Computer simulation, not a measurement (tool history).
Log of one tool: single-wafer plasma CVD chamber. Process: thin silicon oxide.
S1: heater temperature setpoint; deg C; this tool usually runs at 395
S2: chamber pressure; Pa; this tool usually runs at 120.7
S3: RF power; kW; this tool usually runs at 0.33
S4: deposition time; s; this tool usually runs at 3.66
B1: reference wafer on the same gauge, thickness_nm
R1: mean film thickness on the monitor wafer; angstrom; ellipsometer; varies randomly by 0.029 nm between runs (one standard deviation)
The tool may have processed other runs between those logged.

run	hour	S1	S2	S3	S4	B1	R1
1	0	383	120.7	0.33	3.66	7.705	72.27
2	15	395	120.7	0.33	3.66	7.7	71.39
3	57.3	395	120.7	0.33	3.66	7.702	71.32
4	88.3	395	120.7	0.33	3.66	7.706	71.23
5	103.1	395	120.7	0.375	3.66	7.701	73.75
6	138.2	395	120.7	0.33	3.66	7.709	71.11
# hour 146.4: gauge calibrated
7	171.2	395	120.7	0.33	3.66	7.691	70.33
8	187.6	395	120.7	0.33	3.66	7.701	70.11
# hour 204.2: showerhead replaced
9	218.5	395	120.7	0.33	3.66	7.701	70.39
10	242.5	395	120.7	0.33	3.66	7.696	70.56
# hour 267.3: RF generator calibrated
11	267.8	395	120.7	0.36	4.13	7.692	81.17
12	291.8	395	111.5	0.33	4.27	7.703	74.9
# hour 306: capacitance manometer re-zeroed and calibrated
13	326.8	386	120.7	0.285	3.4	7.708	67.82
# hour 350.2: thermocouple changed; heater temperature recalibrated
# hour 408.4: gauge calibrated
14	409	395	137.6	0.305	3.66	7.698	82.78
15	460.5	409	104.9	0.345	4	7.705	72.79
16	477.6	386	120.7	0.285	3.4	7.702	68.41
17	512.5	395	120.7	0.33	3.66	7.691	76.02
18	546.8	388	110.9	0.37	3.37	7.703	67.13
19	561.7	395	148.5	0.33	3.66	7.696	89.89

What the log doesn't show, run by run:
wafer temperature above the value expected at the setpoint (K): 0 across all the runs
delivered RF power above the setpoint (%): 0 across all the runs
gauge reads high (%): 0 across all the runs
H1: true pressure above the setpoint (%)
run	H1
1	-6.72
2	-6.82
3	-7.09
4	-7.3
5	-7.4
6	-7.64
7	-7.86
8	-7.98
9	-8.19
10	-8.37
11	-8.55
12	-8.72
13	-0.112
14	-0.128
15	-0.149
16	-0.157
17	-0.178
18	-0.201
19	-0.213

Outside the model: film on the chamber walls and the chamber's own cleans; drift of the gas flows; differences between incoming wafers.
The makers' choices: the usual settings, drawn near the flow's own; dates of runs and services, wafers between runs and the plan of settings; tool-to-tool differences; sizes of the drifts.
